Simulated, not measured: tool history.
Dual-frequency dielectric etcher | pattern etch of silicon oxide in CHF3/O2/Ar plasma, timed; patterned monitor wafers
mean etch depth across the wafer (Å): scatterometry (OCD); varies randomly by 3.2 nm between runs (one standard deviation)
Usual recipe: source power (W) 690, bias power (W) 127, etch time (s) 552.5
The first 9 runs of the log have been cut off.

run    hour  source power (W)  bias power (W)  etch time (s)  wafers since the last listed run  hours since the last wet clean  hours since the last source power generator calibration  hours since the last bias power generator calibration  hours since the last upper electrode change  hours since the gauge calibration  read-back reference wafer on the same gauge, depth_nm  mean etch depth across the wafer (Å)
 10   432.9               690             127          552.5                               183                           191.6                                                   1605.7                                                 4569.3                                       2004.5                              806.8                                                  900.4                                 10397
      476.6  -- source power generator calibrated
      504.1  -- bias power generator calibrated
      546.8  -- upper electrode replaced
      566.1  -- wet clean of the chamber
 11   576.2               690             127          552.5                               266                            10.1                                                     99.6                                                   72.1                                         29.4                              950.1                                                  900.1                                 10456
 12   601.1               690             127          552.5                                72                              35                                                    124.5                                                     97                                         54.3                                975                                                  900.3                                 10414
      604.3  -- gauge calibrated
 13   666.8               690             127          552.5                               190                           100.7                                                    190.2                                                  162.7                                          120                               62.5                                                  900.3                                 10492
 14   705.6               690             127          552.5                               112                           139.5                                                      229                                                  201.5                                        158.8                              101.3                                                  899.7                                 10469
 15     756               690             127          552.5                               145                           189.9                                                    279.4                                                  251.9                                        209.2                              151.7                                                  900.4                                 10478
 16   805.7               690             127          552.5                               143                           239.6                                                    329.1                                                  301.6                                        258.9                              201.4                                                  900.4                                 10567
 17     861               690             155          489.5                               160                           294.9                                                    384.4                                                  356.9                                        314.2                              256.7                                                  899.7                                  9825
 18     928               530             114            650                               193                           361.9                                                    451.4                                                  423.9                                        381.2                              323.7                                                  899.8                                 10949
      977.2  -- wet clean of the chamber
 19   977.7               600             127          552.5                                74                             0.5                                                    501.1                                                  473.6                                        430.9                              373.4                                                  900.2                                  9840
 20    1031               770             100            412                               154                            53.8                                                    554.4                                                  526.9                                        484.2                              426.7                                                    900                                  7572
 21  1058.2               690             127          552.5                                78                              81                                                    581.6                                                  554.1                                        511.4                              453.9                                                  900.1                                 10381
 22  1102.4               690             116          552.5                               127                           125.2                                                    625.8                                                  598.3                                        555.6                              498.1                                                  899.7                                 10172
 23  1133.8               690             127            680                                90                           156.6                                                    657.2                                                  629.7                                          587                              529.5                                                  899.4                                 12816
 24  1200.6               690              99          644.5                               193                           223.4                                                      724                                                  696.5                                        653.8                              596.3                                                  900.4                                 11400
 25  1269.7               580             142            708                               199                           292.5                                                    793.1                                                  765.6                                        722.9                              665.4                                                  900.2                                 13126
     1299.6  -- wet clean of the chamber
 26  1333.5               760             127          552.5                               115                            33.9                                                    856.9                                                  829.4                                        786.7                              729.2                                                  899.8                                 10646
 27  1369.7               690             151            417                               104                            70.1                                                    893.1                                                  865.6                                        822.9                              765.4                                                    900                                  8219
 28  1408.2               550             116            701                               111                           108.6                                                    931.6                                                  904.1                                        861.4                              803.9                                                  899.7                                 11814
 29  1433.8               690              97          552.5                                74                           134.2                                                    957.2                                                  929.7                                          887                              829.5                                                  899.5                                  9631
 30  1467.1               810             101          552.5                                96                           167.5                                                    990.5                                                    963                                        920.3                              862.8                                                  900.3                                 10385

Consider 3 possible next runs. They are alternatives, not a sequence: every one starts from the tool as it was left by run 30. What does each give?
  A  1467.7               690             115          552.5                                 1                           168.1                                                    991.1                                                  963.6                                        920.9                              863.4                                                      ?                                     ?
  B  1467.7               640             118            616                                 1                           168.1                                                    991.1                                                  963.6                                        920.9                              863.4                                                      ?                                     ?
  C  1467.7               690             118          552.5                                 1                           168.1                                                    991.1                                                  963.6                                        920.9                              863.4                                                      ?                                     ?

run  read-back reference wafer on the same gauge, depth_nm  mean etch depth across the wafer (Å)
  A                                                  899.5                                 10173
  B                                                  899.5                                 11118
  C                                                  899.5                                 10244
With no hidden state in the tool, these same runs would have given:
run  mean etch depth across the wafer (Å)
  A                                 10212
  B                                 11160
  C                                 10283
